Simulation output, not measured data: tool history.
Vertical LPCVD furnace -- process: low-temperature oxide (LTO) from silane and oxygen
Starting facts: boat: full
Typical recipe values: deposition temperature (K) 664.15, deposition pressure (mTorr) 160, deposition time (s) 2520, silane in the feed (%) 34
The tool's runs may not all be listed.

| run | day | deposition temperature (K) | deposition pressure (mTorr) | deposition time (s) | silane in the feed (%) | read-back reference wafer on the same gauge, thickness | film thickness on the monitor wafer in the middle of the boat (nm) |
|---|---|---|---|---|---|---|---|
| 1 | 0.000 | 664.15 | 160 | 2520 | 34 | 240.84 | 221.39 |
| 2 | 0.779 | 664.15 | 160 | 2520 | 29 | 240.98 | 176.08 |
| 3 | 1.283 | 664.15 | 160 | 2520 | 29 | 241.01 | 176.10 |
| 4 | 1.862 | 664.15 | 160 | 2520 | 29 | 241.10 | 175.45 |
| 5 | 2.446 | 667.15 | 160 | 2520 | 36 | 241.12 | 246.55 |
| 6 | 3.292 | 664.15 | 160 | 2520 | 34 | 240.90 | 221.10 |
|  | 4.733 | pressure gauge zeroed |
| 7 | 4.754 | 664.15 | 160 | 2520 | 34 | 241.12 | 221.80 |
| 8 | 4.979 | 664.15 | 160 | 2520 | 34 | 240.99 | 221.66 |
| 9 | 5.983 | 664.15 | 160 | 2520 | 34 | 240.81 | 221.75 |
|  | 7.138 | thermocouples replaced and temperature profile calibrated |
| 10 | 7.158 | 664.15 | 160 | 2520 | 34 | 241.07 | 210.14 |
| 11 | 7.383 | 664.15 | 160 | 2520 | 34 | 241.01 | 210.02 |
| 12 | 7.604 | 664.15 | 160 | 1590 | 37 | 240.97 | 148.35 |
|  | 7.733 | gauge calibrated |
| 13 | 8.000 | 664.15 | 160 | 2520 | 38 | 241.20 | 243.73 |
| 14 | 8.700 | 655.15 | 160 | 2520 | 34 | 240.79 | 188.22 |
|  | 10.162 | silane flow controller replaced |
| 15 | 10.183 | 664.15 | 160 | 3210 | 36 | 240.91 | 289.16 |
| 16 | 10.408 | 664.15 | 160 | 1530 | 34 | 241.02 | 127.53 |
| 17 | 11.054 | 672.15 | 130 | 2190 | 34 | 240.97 | 162.79 |
| 18 | 11.800 | 671.15 | 140 | 3510 | 39 | 240.87 | 333.61 |
| 19 | 12.321 | 664.15 | 180 | 2520 | 34 | 240.94 | 236.95 |
| 20 | 12.896 | 667.15 | 160 | 2520 | 36 | 241.08 | 234.66 |
| 21 | 13.483 | 664.15 | 160 | 2520 | 34 | 240.98 | 210.40 |
| 22 | 14.350 | 664.15 | 160 | 2520 | 32 | 240.86 | 193.35 |
| 23 | 14.758 | 664.15 | 160 | 3300 | 36 | 241.11 | 297.89 |

Predict each of these 5 candidate next runs independently; none follows another, all start after run 23:
| A | 14.983 | 664.15 | 160 | 2520 | 34 | ? | ? |
| B | 14.983 | 661.15 | 175 | 3060 | 30 | ? | ? |
| C | 14.983 | 664.15 | 160 | 3450 | 34 | ? | ? |
| D | 14.983 | 660.15 | 160 | 2520 | 34 | ? | ? |
| E | 14.983 | 664.15 | 160 | 2520 | 30 | ? | ? |

| run | read-back reference wafer on the same gauge, thickness | film thickness on the monitor wafer in the middle of the boat (nm) |
|---|---|---|
| A | 241.02 | 210.57 |
| B | 241.02 | 225.07 |
| C | 241.02 | 288.29 |
| D | 241.02 | 200.67 |
| E | 241.02 | 175.87 |
Stripped of hidden state, with their random variation kept, the same runs would have yielded:
| run | film thickness on the monitor wafer in the middle of the boat (nm) |
|---|---|
| A | 209.71 |
| B | 224.11 |
| C | 287.11 |
| D | 199.84 |
| E | 175.13 |
